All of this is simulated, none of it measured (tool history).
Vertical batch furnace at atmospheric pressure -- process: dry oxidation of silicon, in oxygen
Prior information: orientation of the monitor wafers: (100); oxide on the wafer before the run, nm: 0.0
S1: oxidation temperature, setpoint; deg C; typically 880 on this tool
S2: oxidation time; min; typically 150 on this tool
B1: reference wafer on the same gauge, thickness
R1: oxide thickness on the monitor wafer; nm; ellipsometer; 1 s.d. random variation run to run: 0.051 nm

Run 1, hour 0: usual settings; B1 26.1. Result: R1 28.19 nm.
Run 2, hour 12: usual settings; B1 26.12. Result: R1 28.2 nm.
Run 3, hour 38.4: usual settings; B1 26.1. Result: R1 28.19 nm.
Run 4, hour 54.8: usual settings but S1 875 deg C; B1 26.1. Result: R1 26.74 nm.
Run 5, hour 75.7: usual settings but S1 875 deg C; B1 26.1. Result: R1 26.68 nm.
Run 6, hour 90.2: usual settings but S1 875 deg C; B1 26.09. Result: R1 26.62 nm.
Run 7, hour 118.5: usual settings but S1 867 deg C; B1 26.11. Result: R1 24.4 nm.
Run 8, hour 134.8: usual settings but S1 867 deg C; B1 26.08. Result: R1 24.46 nm.
Run 9, hour 161.4: usual settings; B1 26.08. Result: R1 28.09 nm.
Run 10, hour 174.5: usual settings; B1 26.1. Result: R1 28.16 nm.
Run 11, hour 188: usual settings but S1 889 deg C; B1 26.08. Result: R1 30.95 nm.
At hour 212.7: boat lift adjusted.
Run 12, hour 214: usual settings; B1 26.1. Result: R1 29.44 nm.
Run 13, hour 231.6: usual settings; B1 26.09. Result: R1 29.41 nm.
Run 14, hour 291.7: usual settings; B1 26.09. Result: R1 29.34 nm.
At hour 301.5: gauge calibrated.
Run 15, hour 308.4: usual settings; B1 26.12. Result: R1 29.37 nm.
At hour 341.5: thermocouples replaced and temperature profile calibrated.
Run 16, hour 342: usual settings but S1 902 deg C, S2 204.5 min; B1 26.09. Result: R1 46.13 nm.
Run 17, hour 348.9: usual settings but S1 861 deg C; B1 26.11. Result: R1 23.9 nm.
Run 18, hour 370.1: usual settings; B1 26.09. Result: R1 29.39 nm.
Run 19, hour 396.9: usual settings but S1 858 deg C, S2 126 min; B1 26.1. Result: R1 20.67 nm.
Run 20, hour 408.4: usual settings but S2 206 min; B1 26.09. Result: R1 36.4 nm.
Run 21, hour 418.8: usual settings but S1 891 deg C, S2 175.5 min; B1 26.09. Result: R1 36.74 nm.
Run 22, hour 443.4: usual settings; B1 26.08. Result: R1 29.36 nm.
Run 23, hour 496.1: usual settings; B1 26.1. Result: R1 29.44 nm.
Run 24, hour 512.4: usual settings but S1 871 deg C, S2 213 min; B1 26.1. Result: R1 33.59 nm.
Run 25, hour 528.1: usual settings but S1 896 deg C, S2 216.5 min; B1 26.11. Result: R1 44.91 nm.
Run 26, hour 538.3: usual settings; B1 26.1. Result: R1 29.33 nm.
Run 27, hour 558.7: usual settings but S1 858 deg C, S2 204.5 min; B1 26.09. Result: R1 28.37 nm.
Run 28, hour 578.8: usual settings but S2 202 min; B1 26.09. Result: R1 35.76 nm.

For each run, what was the tool's unlogged condition?
true tube temperature minus thermocouple reading, K: 0 on each run
gauge reads high (%): 0 on each run
H1: monitor wafer colder than the profiled boat position, K
run     H1
  1   4.26
  2   4.28
  3   4.32
  4   4.34
  5   4.37
  6   4.39
  7   4.43
  8   4.45
  9   4.49
 10    4.5
 11   4.52
 12  0.107
 13  0.132
 14  0.215
 15  0.238
 16  0.285
 17  0.294
 18  0.324
 19  0.361
 20  0.377
 21  0.392
 22  0.426
 23  0.499
 24  0.522
 25  0.543
 26  0.557
 27  0.586
 28  0.614
